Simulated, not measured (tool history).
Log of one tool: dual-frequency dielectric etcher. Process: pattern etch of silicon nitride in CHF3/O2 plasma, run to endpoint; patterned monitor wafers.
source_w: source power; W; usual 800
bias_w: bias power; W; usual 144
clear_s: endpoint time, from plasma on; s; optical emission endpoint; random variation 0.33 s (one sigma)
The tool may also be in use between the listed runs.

run,hour,source_w,bias_w,"incoming incoming film thickness, nm",clear_s
1,0.0,800,144,70.7,45.9
2,17.2,800,144,70.3,45.9
3,23.2,800,144,70.7,45.6
4,30.9,800,144,70.6,45.2
5,41.5,800,144,70.8,45.9
6,52.0,800,164,71.2,43.4
7,68.9,800,164,70.7,43.3
8,76.0,800,125,71.4,47.3
9,87.1,800,125,71.1,47.8
10,98.4,800,144,71.0,44.8
# hour 126.5: wet clean of the chamber
11,127.0,800,144,71.1,47.6
12,133.6,800,144,71.3,48.2
13,172.2,800,144,71.3,47.5
14,179.1,800,144,71.5,47.4
15,192.7,800,144,70.8,47.1
# hour 212.2: bias power generator calibrated
# hour 217.2: upper electrode replaced
16,217.7,650,166,70.5,46.4
17,218.0,880,129,70.7,47.9
18,232.4,910,144,70.9,45.5
19,271.8,980,144,70.7,44.4
20,279.6,800,144,70.9,46.6
21,295.6,800,108,70.4,50.8
# hour 306.8: source power generator calibrated
22,308.0,750,144,70.6,47.2
23,316.5,680,144,70.6,48.1
24,328.7,800,144,70.6,46.4
25,377.9,800,144,70.9,46.0
26,390.6,800,144,70.8,45.9
27,400.7,800,144,70.8,45.1
28,410.7,650,118,70.8,51.5

Forecast each of these 4 alternatives for the next run:
A,411.1,800,144,70.8,?
B,411.1,650,120,70.8,?
C,411.1,980,166,70.8,?
D,411.1,890,134,70.8,?

run,clear_s
A,45.6
B,51.0
C,41.3
D,45.6
Without the tool's hidden state the same runs would have given:
run,clear_s
A,47.3
B,52.9
C,42.8
D,47.3
